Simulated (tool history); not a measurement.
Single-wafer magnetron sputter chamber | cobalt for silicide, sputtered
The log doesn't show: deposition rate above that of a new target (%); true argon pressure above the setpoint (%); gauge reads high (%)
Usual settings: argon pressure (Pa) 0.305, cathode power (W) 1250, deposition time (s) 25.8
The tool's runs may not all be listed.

| run | hour | argon pressure (Pa) | cathode power (W) | deposition time (s) | wafers since the last listed run | wafers on the sputter target | hours since the last manometer calibration | hours since the magnet pack was replaced | hours since the gauge calibration | read-back reference wafer on the same gauge, thickness_nm | mean film thickness on the monitor wafer (angstrom) |
|---|---|---|---|---|---|---|---|---|---|---|---|
| 1 | 0 | 0.305 | 1250 | 25.8 | 0 | 3040 | 1753 | 3955.6 | 320.7 | 15.613 | 176.31 |
| 2 | 16 | 0.401 | 1250 | 25.8 | 214 | 3254 | 1769 | 3971.6 | 336.7 | 15.591 | 171.58 |
| 3 | 53.5 | 0.401 | 1250 | 25.8 | 501 | 3756 | 1806.5 | 4009.1 | 374.2 | 15.6 | 170.46 |
| 4 | 69.4 | 0.305 | 1250 | 25.8 | 212 | 3968 | 1822.4 | 4025 | 390.1 | 15.591 | 173.79 |
| 5 | 81.4 | 0.305 | 1250 | 25.8 | 160 | 4129 | 1834.4 | 4037 | 402.1 | 15.609 | 174.24 |
| 6 | 90.9 | 0.305 | 1250 | 25.8 | 127 | 4256 | 1843.9 | 4046.5 | 411.6 | 15.597 | 174.71 |
| 7 | 104.7 | 0.305 | 1250 | 25.8 | 184 | 4441 | 1857.7 | 4060.3 | 425.4 | 15.609 | 175.22 |
| 8 | 115.2 | 0.246 | 1450 | 25.8 | 140 | 4581 | 1868.2 | 4070.8 | 435.9 | 15.601 | 204.66 |
| 9 | 162.5 | 0.246 | 1450 | 25.8 | 632 | 5214 | 1915.5 | 4118.1 | 483.2 | 15.61 | 203.22 |
| 10 | 180.1 | 0.305 | 1400 | 25.8 | 235 | 5449 | 1933.1 | 4135.7 | 500.8 | 15.593 | 193.62 |
| 11 | 197 | 0.305 | 1400 | 25.8 | 226 | 5675 | 1950 | 4152.6 | 517.7 | 15.605 | 193.57 |
| 12 | 214 | 0.305 | 1400 | 25.8 | 227 | 5903 | 1967 | 4169.6 | 534.7 | 15.6 | 193.47 |
| 13 | 229.3 | 0.305 | 1250 | 25.8 | 204 | 6108 | 1982.3 | 4184.9 | 550 | 15.605 | 171.82 |
| 14 | 240.7 | 0.305 | 1250 | 25.8 | 152 | 6260 | 1993.7 | 4196.3 | 561.4 | 15.608 | 171.43 |
| 15 | 255.3 | 0.305 | 1250 | 25.8 | 195 | 6455 | 2008.3 | 4210.9 | 576 | 15.609 | 171.34 |
| 16 | 271.8 | 0.361 | 1250 | 25.8 | 220 | 6676 | 2024.8 | 4227.4 | 592.5 | 15.604 | 169.19 |
|  | 289.6 | sputter target and shields replaced |
| 17 | 290.1 | 0.361 | 1250 | 25.8 | 137 | 6 | 2043.1 | 4245.7 | 610.8 | 15.602 | 175.6 |
| 18 | 297.2 | 0.305 | 1250 | 25.8 | 94 | 101 | 2050.2 | 4252.8 | 617.9 | 15.599 | 177.51 |
| 19 | 310.5 | 0.305 | 1250 | 25.8 | 177 | 279 | 2063.5 | 4266.1 | 631.2 | 15.602 | 176.97 |
| 20 | 326 | 0.345 | 1450 | 28.4 | 207 | 487 | 2079 | 4281.6 | 646.7 | 15.596 | 224.06 |
|  | 336 | magnet pack replaced, of another model than before |
| 21 | 337.4 | 0.202 | 950 | 23.6 | 45 | 532 | 2090.4 | 1.4 | 658.1 | 15.615 | 127.95 |
| 22 | 343.7 | 0.221 | 1450 | 22.2 | 84 | 616 | 2096.7 | 7.7 | 664.4 | 15.607 | 181.16 |
| 23 | 351.3 | 0.305 | 1250 | 28 | 101 | 718 | 2104.3 | 15.3 | 672 | 15.587 | 192.52 |
|  | 361.5 | gauge calibrated |
| 24 | 400.4 | 0.305 | 1250 | 25.8 | 656 | 1375 | 2153.4 | 64.4 | 38.9 | 15.604 | 176.66 |
| 25 | 408.9 | 0.226 | 1450 | 29.6 | 113 | 1489 | 2161.9 | 72.9 | 47.4 | 15.604 | 241.94 |
| 26 | 423.4 | 0.202 | 950 | 23.6 | 193 | 1683 | 2176.4 | 87.4 | 61.9 | 15.598 | 126.9 |
| 27 | 436.5 | 0.305 | 1250 | 25.8 | 175 | 1858 | 2189.5 | 100.5 | 75 | 15.596 | 177.12 |
| 28 | 486.5 | 0.207 | 1400 | 28.8 | 668 | 2527 | 2239.5 | 150.5 | 125 | 15.606 | 227.57 |
|  | 496.4 | capacitance manometer re-zeroed and calibrated |
| 29 | 498.4 | 0.413 | 1250 | 29.6 | 52 | 2579 | 2 | 162.4 | 136.9 | 15.605 | 195.13 |
| 30 | 522.5 | 0.221 | 950 | 21.3 | 322 | 2901 | 26.1 | 186.5 | 161 | 15.597 | 113.39 |
| 31 | 533.7 | 0.361 | 1250 | 25.8 | 149 | 3051 | 37.3 | 197.7 | 172.2 | 15.608 | 172.83 |
| 32 | 546.2 | 0.305 | 1250 | 25.8 | 167 | 3218 | 49.8 | 210.2 | 184.7 | 15.596 | 174.99 |
| 33 | 559.7 | 0.305 | 1250 | 23.3 | 180 | 3399 | 63.3 | 223.7 | 198.2 | 15.59 | 158.68 |
| 34 | 602.8 | 0.345 | 1450 | 28.4 | 576 | 3976 | 106.4 | 266.8 | 241.3 | 15.603 | 221.57 |
| 35 | 616.2 | 0.358 | 1500 | 25.8 | 179 | 4155 | 119.8 | 280.2 | 254.7 | 15.608 | 205.99 |
| 36 | 631.9 | 0.187 | 1050 | 30.4 | 210 | 4365 | 135.5 | 295.9 | 270.4 | 15.602 | 179.18 |

Measured less the same run without the tool's hidden state. The same run-to-run variation is in both; the gauge's scatter may not be:
| run | mean film thickness on the monitor wafer (angstrom) |
|---|---|
| 1 | -1.93 |
| 2 | -2.05 |
| 3 | -2.5 |
| 4 | -2.77 |
| 5 | -2.95 |
| 6 | -3.1 |
| 7 | -3.33 |
| 8 | -4.09 |
| 9 | -5.04 |
| 10 | -5.19 |
| 11 | -5.57 |
| 12 | -5.97 |
| 13 | -5.64 |
| 14 | -5.89 |
| 15 | -6.22 |
| 16 | -6.53 |
| 17 | -0.17 |
| 18 | -0.18 |
| 19 | -0.18 |
| 20 | -0.26 |
| 21 | -0.16 |
| 22 | -0.25 |
| 23 | -0.29 |
| 24 | -0.47 |
| 25 | -0.7 |
| 26 | -0.43 |
| 27 | -0.68 |
| 28 | -1.41 |
| 29 | -1.34 |
| 30 | -0.94 |
| 31 | -1.56 |
| 32 | -1.73 |
| 33 | -1.72 |
| 34 | -3.17 |
| 35 | -3.19 |
| 36 | -3.04 |
